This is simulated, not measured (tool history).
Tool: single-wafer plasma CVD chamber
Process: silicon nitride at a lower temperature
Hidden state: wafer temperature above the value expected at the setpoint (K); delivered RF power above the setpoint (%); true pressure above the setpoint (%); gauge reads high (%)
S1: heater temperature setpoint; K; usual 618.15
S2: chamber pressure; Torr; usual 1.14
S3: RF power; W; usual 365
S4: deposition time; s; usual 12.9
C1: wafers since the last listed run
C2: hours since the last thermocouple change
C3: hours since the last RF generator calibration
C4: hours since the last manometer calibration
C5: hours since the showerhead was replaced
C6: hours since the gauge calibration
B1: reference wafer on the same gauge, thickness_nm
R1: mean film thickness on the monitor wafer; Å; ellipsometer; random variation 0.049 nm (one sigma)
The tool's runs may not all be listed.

run	hour	S1	S2	S3	S4	C1	C2	C3	C4	C5	C6	B1	R1
1	0.0	618.15	1.14	365	12.9	0	646.4	1259.3	888.7	3872.3	724.5	17.191	155.45
2	61.5	618.15	1.14	365	12.9	1226	707.9	1320.8	950.2	3933.8	786.0	17.181	154.91
3	128.3	618.15	1.14	365	12.9	1332	774.7	1387.6	1017.0	4000.6	852.8	17.199	154.18
# hour 315.8: showerhead replaced, of another model than before
4	332.7	618.15	1.14	365	12.9	3917	979.1	1592.0	1221.4	16.9	1057.2	17.196	155.59
5	369.8	618.15	1.00	365	14.3	739	1016.2	1629.1	1258.5	54.0	1094.3	17.208	169.90
6	438.7	618.15	1.00	365	14.3	1374	1085.1	1698.0	1327.4	122.9	1163.2	17.194	168.68
7	463.2	618.15	1.14	365	12.9	488	1109.6	1722.5	1351.9	147.4	1187.7	17.208	154.71
# hour 506.1: capacitance manometer re-zeroed and calibrated
8	531.6	618.15	1.14	365	12.9	1204	1178.0	1790.9	25.5	215.8	1256.1	17.219	155.41
9	569.6	618.15	1.14	365	12.9	757	1216.0	1828.9	63.5	253.8	1294.1	17.206	154.57
10	595.7	618.15	1.14	365	12.9	520	1242.1	1855.0	89.6	279.9	1320.2	17.207	153.39
11	646.4	618.15	1.14	365	12.9	1011	1292.8	1905.7	140.3	330.6	1370.9	17.192	153.11
12	676.5	618.15	1.14	340	11.2	600	1322.9	1935.8	170.4	360.7	1401.0	17.181	127.98
# hour 740.2: RF generator calibrated
13	747.5	606.15	1.07	365	11.4	1256	1393.9	7.3	241.4	431.7	1472.0	17.194	139.97
14	774.3	630.15	1.14	385	14.1	534	1420.7	34.1	268.2	458.5	1498.8	17.216	176.44
15	805.7	604.15	1.06	365	12.9	626	1452.1	65.5	299.6	489.9	1530.2	17.190	158.23
# hour 966.1: gauge calibrated
16	974.9	612.15	1.32	420	10.4	3374	1621.3	234.7	468.8	659.1	8.8	17.227	140.33
17	1014.3	618.15	1.14	365	12.9	785	1660.7	274.1	508.2	698.5	48.2	17.194	158.21
# hour 1048.6: thermocouple changed; heater temperature recalibrated
18	1056.5	618.15	1.14	365	12.9	682	7.9	316.3	550.4	740.7	90.4	17.209	157.20
19	1093.9	618.15	1.14	365	12.9	745	45.3	353.7	587.8	778.1	127.8	17.200	157.25
20	1141.5	618.15	1.14	365	12.9	949	92.9	401.3	635.4	825.7	175.4	17.214	158.38
21	1172.5	626.15	1.14	365	12.9	618	123.9	432.3	666.4	856.7	206.4	17.209	157.76
22	1229.4	618.15	1.32	365	12.9	1134	180.8	489.2	723.3	913.6	263.3	17.178	159.33
23	1284.5	612.15	1.32	300	14.2	1098	235.9	544.3	778.4	968.7	318.4	17.208	155.26
24	1345.0	630.15	1.14	385	14.1	1206	296.4	604.8	838.9	1029.2	378.9	17.200	177.15
25	1376.2	618.15	1.01	435	12.9	622	327.6	636.0	870.1	1060.4	410.1	17.196	173.32
26	1426.3	610.15	1.14	365	14.5	999	377.7	686.1	920.2	1110.5	460.2	17.191	177.24
27	1462.9	622.15	1.31	365	12.9	729	414.3	722.7	956.8	1147.1	496.8	17.193	159.47
28	1488.7	618.15	0.93	410	13.8	514	440.1	748.5	982.6	1172.9	522.6	17.195	178.20
29	1521.4	618.15	1.14	365	13.8	652	472.8	781.2	1015.3	1205.6	555.3	17.202	168.32

Hidden state at the last listed run before each entry between runs and at the first one after, where it differs:
Between runs 3 and 4: showerhead replaced, of another model than before (hour 315.8)
  delivered RF power above the setpoint (%): -2.23 -> -2.94
  measured less the result without the state, R1: -3.15 -> -2.96 Å
Between runs 7 and 8: capacitance manometer re-zeroed and calibrated (hour 506.1)
  delivered RF power above the setpoint (%): -3.43 -> -3.71
  measured less the result without the state, R1: -3.45 -> -3.76 Å
Between runs 12 and 13: RF generator calibrated (hour 740.2)
  delivered RF power above the setpoint (%): -4.33 -> -0.0641
  measured less the result without the state, R1: -3.68 -> -0.06 Å
Between runs 15 and 16: gauge calibrated (hour 966.1)
  delivered RF power above the setpoint (%): -0.069 -> -0.128
  measured less the result without the state, R1: -0.06 -> -0.10 Å
Between runs 17 and 18: thermocouple changed; heater temperature recalibrated (hour 1048.6)
  delivered RF power above the setpoint (%): -0.151 -> -0.179
  measured less the result without the state, R1: -0.15 -> -0.18 Å
